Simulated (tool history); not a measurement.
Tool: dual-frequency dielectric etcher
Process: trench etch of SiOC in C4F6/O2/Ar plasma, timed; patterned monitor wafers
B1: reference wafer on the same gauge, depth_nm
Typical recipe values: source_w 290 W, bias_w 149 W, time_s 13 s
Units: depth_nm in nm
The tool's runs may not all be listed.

Run 1, hour 0: usual settings; B1 23.41. Result: depth_nm 23.04 nm.
Run 2, hour 17.1: usual settings; B1 23.4. Result: depth_nm 22.98 nm.
Run 3, hour 32.7: usual settings; B1 23.39. Result: depth_nm 23.01 nm.
Run 4, hour 45.8: usual settings; B1 23.4. Result: depth_nm 23.1 nm.
At hour 52.8: bias power generator calibrated.
At hour 78.3: wet clean of the chamber.
Run 5, hour 78.8: usual settings; B1 23.38. Result: depth_nm 21.81 nm.
Run 6, hour 79.1: usual settings; B1 23.41. Result: depth_nm 21.8 nm.
Run 7, hour 79.4: usual settings; B1 23.41. Result: depth_nm 21.79 nm.
At hour 80.9: gauge calibrated.
Run 8, hour 95.4: usual settings but source_w 330 W, time_s 16.5 s; B1 23.39. Result: depth_nm 28.89 nm.
Run 9, hour 102.7: usual settings but source_w 360 W, time_s 9.5 s; B1 23.4. Result: depth_nm 17.19 nm.
Run 10, hour 118.9: usual settings but source_w 340 W; B1 23.41. Result: depth_nm 23.14 nm.
Run 11, hour 155: usual settings but source_w 240 W, bias_w 167 W, time_s 9 s; B1 23.41. Result: depth_nm 15.02 nm.
Run 12, hour 166.6: usual settings but source_w 360 W, bias_w 171 W; B1 23.42. Result: depth_nm 24.91 nm.
Run 13, hour 177.6: usual settings but source_w 340 W, time_s 16.5 s; B1 23.4. Result: depth_nm 29.24 nm.
At hour 204.2: wet clean of the chamber, repeated, since the last time left the tool worse.
Run 14, hour 204.7: usual settings; B1 23.4. Result: depth_nm 22.71 nm.
Run 15, hour 206.9: usual settings but time_s 10.5 s; B1 23.39. Result: depth_nm 18.26 nm.
Run 16, hour 223.8: usual settings; B1 23.43. Result: depth_nm 22.75 nm.
Run 17, hour 239.2: usual settings; B1 23.37. Result: depth_nm 22.73 nm.
Run 18, hour 253.3: usual settings but time_s 15 s; B1 23.38. Result: depth_nm 26.27 nm.
At hour 279.4: upper electrode replaced.
Run 19, hour 279.9: usual settings but source_w 270 W; B1 23.4. Result: depth_nm 22.25 nm.
Run 20, hour 280.2: usual settings but source_w 340 W, bias_w 179 W, time_s 12 s; B1 23.41. Result: depth_nm 24.07 nm.
Run 21, hour 317.6: usual settings; B1 23.38. Result: depth_nm 22.77 nm.
At hour 327.1: source power generator calibrated.
Run 22, hour 370.1: usual settings but bias_w 140 W; B1 23.39. Result: depth_nm 22.13 nm.

Run 23 comes next. What will it give?
Run 23, hour 399.9: usual settings but source_w 260 W, time_s 15 s; B1 ?. Result: depth_nm ?.

B1: 23.41
depth_nm: 25.47 nm
Had the tool carried no hidden state, the very same run would have given depth_nm 25.23 nm.

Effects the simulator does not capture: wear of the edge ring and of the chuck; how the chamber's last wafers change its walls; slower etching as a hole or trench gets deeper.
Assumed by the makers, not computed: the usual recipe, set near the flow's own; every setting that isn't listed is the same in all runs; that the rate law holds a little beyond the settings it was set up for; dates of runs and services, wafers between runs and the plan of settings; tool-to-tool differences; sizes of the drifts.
